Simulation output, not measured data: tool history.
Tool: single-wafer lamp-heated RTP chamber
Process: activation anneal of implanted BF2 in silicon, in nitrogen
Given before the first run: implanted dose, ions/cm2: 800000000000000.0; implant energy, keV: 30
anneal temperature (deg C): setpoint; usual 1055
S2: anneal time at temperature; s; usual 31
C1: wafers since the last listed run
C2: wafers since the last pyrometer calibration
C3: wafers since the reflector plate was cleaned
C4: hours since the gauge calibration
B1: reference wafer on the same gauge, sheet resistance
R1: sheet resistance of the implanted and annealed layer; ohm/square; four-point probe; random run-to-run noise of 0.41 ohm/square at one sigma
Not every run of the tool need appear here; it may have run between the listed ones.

run 1 hour=0 | anneal_temperature_(deg_C)=1055 S2=22 | C1=0 C2=1319 C3=8206 C4=444 | B1=136.05 | R1=150.08
run 2 hour=96.3 | anneal_temperature_(deg_C)=1055 S2=31 | C1=1167 C2=2487 C3=9374 C4=540.3 | B1=136.1 | R1=146.51
run 3 hour=130.5 | anneal_temperature_(deg_C)=1055 S2=31 | C1=414 C2=2901 C3=9789 C4=574.5 | B1=136.04 | R1=146.72
run 4 hour=196.8 | anneal_temperature_(deg_C)=1055 S2=31 | C1=804 C2=3705 C3=10593 C4=640.8 | B1=136.02 | R1=145.9
run 5 hour=215.5 | anneal_temperature_(deg_C)=1065 S2=31 | C1=226 C2=3932 C3=10820 C4=659.5 | B1=136.01 | R1=145.39
run 6 hour=249.6 | anneal_temperature_(deg_C)=1071 S2=22 | C1=413 C2=4346 C3=11233 C4=693.6 | B1=135.88 | R1=146.19
-- hour=267.1 reflector plate cleaned
run 7 hour=273.1 | anneal_temperature_(deg_C)=1071 S2=22 | C1=187 C2=4534 C3=73 C4=717.1 | B1=135.94 | R1=145.89
run 8 hour=290.5 | anneal_temperature_(deg_C)=1055 S2=31 | C1=211 C2=4745 C3=284 C4=734.5 | B1=136.05 | R1=146.06
-- hour=304.7 gauge calibrated
run 9 hour=324.8 | anneal_temperature_(deg_C)=1055 S2=31 | C1=415 C2=5161 C3=700 C4=20.1 | B1=136.12 | R1=145.16
run 10 hour=345.2 | anneal_temperature_(deg_C)=1055 S2=31 | C1=247 C2=5408 C3=947 C4=40.5 | B1=136.21 | R1=146.27
run 11 hour=358 | anneal_temperature_(deg_C)=1055 S2=31 | C1=155 C2=5563 C3=1102 C4=53.3 | B1=135.97 | R1=146.07
run 12 hour=390.9 | anneal_temperature_(deg_C)=1055 S2=31 | C1=399 C2=5962 C3=1501 C4=86.2 | B1=136.08 | R1=145.73
run 13 hour=404.3 | anneal_temperature_(deg_C)=1055 S2=31 | C1=162 C2=6125 C3=1664 C4=99.6 | B1=136.06 | R1=146.01
run 14 hour=423.4 | anneal_temperature_(deg_C)=1055 S2=31 | C1=231 C2=6357 C3=1895 C4=118.7 | B1=135.94 | R1=145.82
-- hour=453.7 pyrometer window cleaned and pyrometer calibrated
run 15 hour=454.2 | anneal_temperature_(deg_C)=1065 S2=36 | C1=276 C2=5 C3=2172 C4=149.5 | B1=135.95 | R1=145.27
run 16 hour=480.8 | anneal_temperature_(deg_C)=1055 S2=13 | C1=322 C2=328 C3=2495 C4=176.1 | B1=136.14 | R1=153.46
run 17 hour=510.8 | anneal_temperature_(deg_C)=1055 S2=31 | C1=363 C2=692 C3=2858 C4=206.1 | B1=135.89 | R1=147.42
run 18 hour=560.4 | anneal_temperature_(deg_C)=1069 S2=48 | C1=601 C2=1293 C3=3460 C4=255.7 | B1=135.95 | R1=142.33
run 19 hour=586.3 | anneal_temperature_(deg_C)=1055 S2=31 | C1=314 C2=1607 C3=3774 C4=281.6 | B1=135.97 | R1=147.2
run 20 hour=611.5 | anneal_temperature_(deg_C)=1064 S2=16 | C1=305 C2=1913 C3=4080 C4=306.8 | B1=135.94 | R1=149.83
run 21 hour=636.3 | anneal_temperature_(deg_C)=1055 S2=31 | C1=300 C2=2214 C3=4380 C4=331.6 | B1=135.97 | R1=147.4
run 22 hour=658.8 | anneal_temperature_(deg_C)=1035 S2=17 | C1=272 C2=2487 C3=4653 C4=354.1 | B1=136.06 | R1=155.78
run 23 hour=674.7 | anneal_temperature_(deg_C)=1068 S2=31 | C1=192 C2=2679 C3=4846 C4=370 | B1=135.96 | R1=144.59
run 24 hour=709.5 | anneal_temperature_(deg_C)=1079 S2=43 | C1=422 C2=3101 C3=5268 C4=404.8 | B1=135.94 | R1=141.66
run 25 hour=744.1 | anneal_temperature_(deg_C)=1046 S2=43 | C1=419 C2=3521 C3=5688 C4=439.4 | B1=136.04 | R1=145.7
run 26 hour=778.8 | anneal_temperature_(deg_C)=1055 S2=31 | C1=420 C2=3942 C3=6109 C4=474.1 | B1=136.02 | R1=146.92
run 27 hour=793 | anneal_temperature_(deg_C)=1055 S2=31 | C1=172 C2=4114 C3=6281 C4=488.3 | B1=136.02 | R1=146.8
run 28 hour=826.2 | anneal_temperature_(deg_C)=1072 S2=48 | C1=402 C2=4517 C3=6684 C4=521.5 | B1=135.94 | R1=142.14
run 29 hour=853.2 | anneal_temperature_(deg_C)=1055 S2=31 | C1=327 C2=4844 C3=7011 C4=548.5 | B1=136.04 | R1=145.67

What was the tool's hidden state at every run in the log?
wafer temperature error from the tarnished reflector plate, K: 0 across all the runs
gauge reads high (%): 0 across all the runs
H1: true wafer temperature minus pyrometer reading, K
run=1 H1=3.43
run=2 H1=5.46
run=3 H1=6.18
run=4 H1=7.57
run=5 H1=7.97
run=6 H1=8.68
run=7 H1=9.18
run=8 H1=9.55
run=9 H1=10.3
run=10 H1=10.7
run=11 H1=11
run=12 H1=11.7
run=13 H1=11.9
run=14 H1=12.3
run=15 H1=1.05
run=16 H1=1.61
run=17 H1=2.24
run=18 H1=3.29
run=19 H1=3.83
run=20 H1=4.36
run=21 H1=4.88
run=22 H1=5.36
run=23 H1=5.69
run=24 H1=6.43
run=25 H1=7.15
run=26 H1=7.89
run=27 H1=8.18
run=28 H1=8.88
run=29 H1=9.45
